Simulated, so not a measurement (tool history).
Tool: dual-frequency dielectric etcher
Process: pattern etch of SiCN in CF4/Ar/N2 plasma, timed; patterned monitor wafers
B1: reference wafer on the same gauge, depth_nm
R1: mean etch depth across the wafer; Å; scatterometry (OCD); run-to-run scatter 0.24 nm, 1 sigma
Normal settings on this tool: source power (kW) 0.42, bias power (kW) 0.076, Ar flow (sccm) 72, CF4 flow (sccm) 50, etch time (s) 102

{"run": 1, "day": 0.0, "source power (kW)": 0.42, "bias power (kW)": 0.076, "Ar flow (sccm)": 72, "CF4 flow (sccm)": 50, "etch time (s)": 102, "B1": 82.3, "R1": 751}
{"run": 2, "day": 2.412, "source power (kW)": 0.42, "bias power (kW)": 0.076, "Ar flow (sccm)": 72, "CF4 flow (sccm)": 50, "etch time (s)": 102, "B1": 82.4, "R1": 748}
{"run": 3, "day": 3.692, "source power (kW)": 0.42, "bias power (kW)": 0.076, "Ar flow (sccm)": 72, "CF4 flow (sccm)": 50, "etch time (s)": 102, "B1": 82.3, "R1": 750}
{"run": 4, "day": 5.229, "source power (kW)": 0.35, "bias power (kW)": 0.057, "Ar flow (sccm)": 65, "CF4 flow (sccm)": 56, "etch time (s)": 102, "B1": 82.3, "R1": 562}
{"run": 5, "day": 8.008, "source power (kW)": 0.42, "bias power (kW)": 0.063, "Ar flow (sccm)": 72, "CF4 flow (sccm)": 39, "etch time (s)": 102, "B1": 82.3, "R1": 648}
{"run": 6, "day": 9.317, "source power (kW)": 0.42, "bias power (kW)": 0.076, "Ar flow (sccm)": 81, "CF4 flow (sccm)": 50, "etch time (s)": 102, "B1": 82.3, "R1": 724}
{"run": 7, "day": 11.683, "source power (kW)": 0.42, "bias power (kW)": 0.076, "Ar flow (sccm)": 62, "CF4 flow (sccm)": 50, "etch time (s)": 80.5, "B1": 82.3, "R1": 632}
{"run": 8, "day": 13.675, "source power (kW)": 0.42, "bias power (kW)": 0.076, "Ar flow (sccm)": 59, "CF4 flow (sccm)": 50, "etch time (s)": 102, "B1": 82.3, "R1": 816}
{"run": 9, "day": 15.179, "source power (kW)": 0.34, "bias power (kW)": 0.088, "Ar flow (sccm)": 72, "CF4 flow (sccm)": 50, "etch time (s)": 94.5, "B1": 82.3, "R1": 630}
{"run": 10, "day": 16.904, "source power (kW)": 0.42, "bias power (kW)": 0.076, "Ar flow (sccm)": 72, "CF4 flow (sccm)": 50, "etch time (s)": 102, "B1": 82.3, "R1": 770}
{"run": 11, "day": 18.475, "source power (kW)": 0.42, "bias power (kW)": 0.076, "Ar flow (sccm)": 56, "CF4 flow (sccm)": 56, "etch time (s)": 102, "B1": 82.3, "R1": 832}
{"run": 12, "day": 19.65, "source power (kW)": 0.42, "bias power (kW)": 0.089, "Ar flow (sccm)": 84, "CF4 flow (sccm)": 50, "etch time (s)": 102, "B1": 82.3, "R1": 809}
{"run": 13, "day": 21.946, "source power (kW)": 0.36, "bias power (kW)": 0.076, "Ar flow (sccm)": 72, "CF4 flow (sccm)": 50, "etch time (s)": 102, "B1": 82.4, "R1": 661}
{"run": 14, "day": 23.288, "source power (kW)": 0.42, "bias power (kW)": 0.076, "Ar flow (sccm)": 72, "CF4 flow (sccm)": 42, "etch time (s)": 102, "B1": 82.3, "R1": 754}
{"run": 15, "day": 24.721, "source power (kW)": 0.33, "bias power (kW)": 0.076, "Ar flow (sccm)": 63, "CF4 flow (sccm)": 38, "etch time (s)": 102, "B1": 82.2, "R1": 603}
{"run": 16, "day": 26.454, "source power (kW)": 0.33, "bias power (kW)": 0.076, "Ar flow (sccm)": 63, "CF4 flow (sccm)": 38, "etch time (s)": 102, "B1": 82.4, "R1": 602}
{"run": 17, "day": 27.592, "source power (kW)": 0.42, "bias power (kW)": 0.085, "Ar flow (sccm)": 72, "CF4 flow (sccm)": 50, "etch time (s)": 102, "B1": 82.3, "R1": 813}
{"run": 18, "day": 30.288, "source power (kW)": 0.42, "bias power (kW)": 0.066, "Ar flow (sccm)": 72, "CF4 flow (sccm)": 50, "etch time (s)": 102, "B1": 82.3, "R1": 714}
{"run": 19, "day": 31.962, "source power (kW)": 0.42, "bias power (kW)": 0.076, "Ar flow (sccm)": 72, "CF4 flow (sccm)": 38, "etch time (s)": 102, "B1": 82.3, "R1": 739}
{"run": 20, "day": 37.462, "source power (kW)": 0.34, "bias power (kW)": 0.089, "Ar flow (sccm)": 62, "CF4 flow (sccm)": 50, "etch time (s)": 102, "B1": 82.3, "R1": 700}
{"run": 21, "day": 40.138, "source power (kW)": 0.39, "bias power (kW)": 0.076, "Ar flow (sccm)": 72, "CF4 flow (sccm)": 39, "etch time (s)": 74, "B1": 82.3, "R1": 500}

Not shown: 6 entries that the log had between the listed runs. Between which runs, and how does the tool's hidden state differ before and after?
After run 4, before run 5: upper electrode replaced (day 6.833)
  bias power that arrives over what is set, %: -4.86 -> -4.97
  what was measured, less what the result would be without the hidden state, R1: -13 -> -17 Å
After run 5, before run 6: wet clean of the chamber (day 9.112)
  bias power that arrives over what is set, %: -4.97 -> -5.02
  what was measured, less what the result would be without the hidden state, R1: -17 -> -21 Å
After run 6, before run 7: bias power generator calibrated (day 10.217)
  bias power that arrives over what is set, %: -5.02 -> 0.517
  what was measured, less what the result would be without the hidden state, R1: -21 -> +1 Å
After run 12, before run 13: source power generator calibrated (day 20.525); CF4 flow controller replaced (day 21.342)
  bias power that arrives over what is set, %: 0.193 -> 0.1
  what was measured, less what the result would be without the hidden state, R1: +0 -> +1 Å
After run 19, before run 20: wet clean of the chamber (day 33.458)
  bias power that arrives over what is set, %: -0.307 -> -0.53
  what was measured, less what the result would be without the hidden state, R1: -2 -> -3 Å
